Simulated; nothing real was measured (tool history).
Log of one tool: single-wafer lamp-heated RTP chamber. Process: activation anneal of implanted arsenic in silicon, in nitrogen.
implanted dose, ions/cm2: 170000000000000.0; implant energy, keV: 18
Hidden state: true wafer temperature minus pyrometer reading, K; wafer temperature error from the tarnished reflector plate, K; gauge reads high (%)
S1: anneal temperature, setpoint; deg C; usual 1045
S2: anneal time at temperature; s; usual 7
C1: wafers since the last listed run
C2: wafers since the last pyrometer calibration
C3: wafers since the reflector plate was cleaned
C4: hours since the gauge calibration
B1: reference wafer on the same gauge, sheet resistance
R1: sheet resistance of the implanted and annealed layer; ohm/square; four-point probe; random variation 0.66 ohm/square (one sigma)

run   hour    S1  S2   C1    C2     C3     C4      B1      R1
  1    0.0  1045   7    0   345  13505  292.8  524.72  441.15
  2    8.4  1045   7  118   463  13623  301.2  525.09  441.70
  3   26.3  1045   7  253   717  13877  319.1  524.83  442.22
  4   77.7  1026   7  727  1444  14604  370.5  525.67  444.90
      88.4  -- reflector plate cleaned
  5   90.3  1026   7   65  1509     27  383.1  525.99  444.44
  6  101.1  1045   7  152  1662    179  393.9  526.02  443.03
  7  118.2  1045   7  241  1903    421  411.0  526.10  444.44
  8  129.2  1045   7  155  2059    577  422.0  526.22  444.37
     143.4  -- gauge calibrated
  9  144.8  1034   8  220  2280    797    1.4  521.04  439.27
 10  161.2  1034   8  231  2512   1029   17.8  521.62  438.98
 11  171.9  1045   7  151  2663   1181   28.5  521.43  440.21
 12  187.4  1045   7  219  2882   1400   44.0  521.86  438.72
 13  199.7  1045   7  173  3056   1574   56.3  522.05  439.59
 14  217.6  1045   5  253  3309   1827   74.2  522.08  440.82
 15  229.0  1022  10  161  3471   1988   85.6  522.53  439.89
 16  243.4  1070  10  203  3674   2192  100.0  522.37  436.06
 17  261.2  1037  11  251  3926   2444  117.8  522.98  439.97
 18  270.1  1045   7  125  4052   2570  126.7  522.63  440.14

Run 19 comes next. What will it give?
 19  277.1  1022   5  99  4151  2669  133.7   ?   ?

B1: 522.97
R1: 443.71 ohm/square
Without the tool's hidden state the same run would have given R1 442.05 ohm/square.
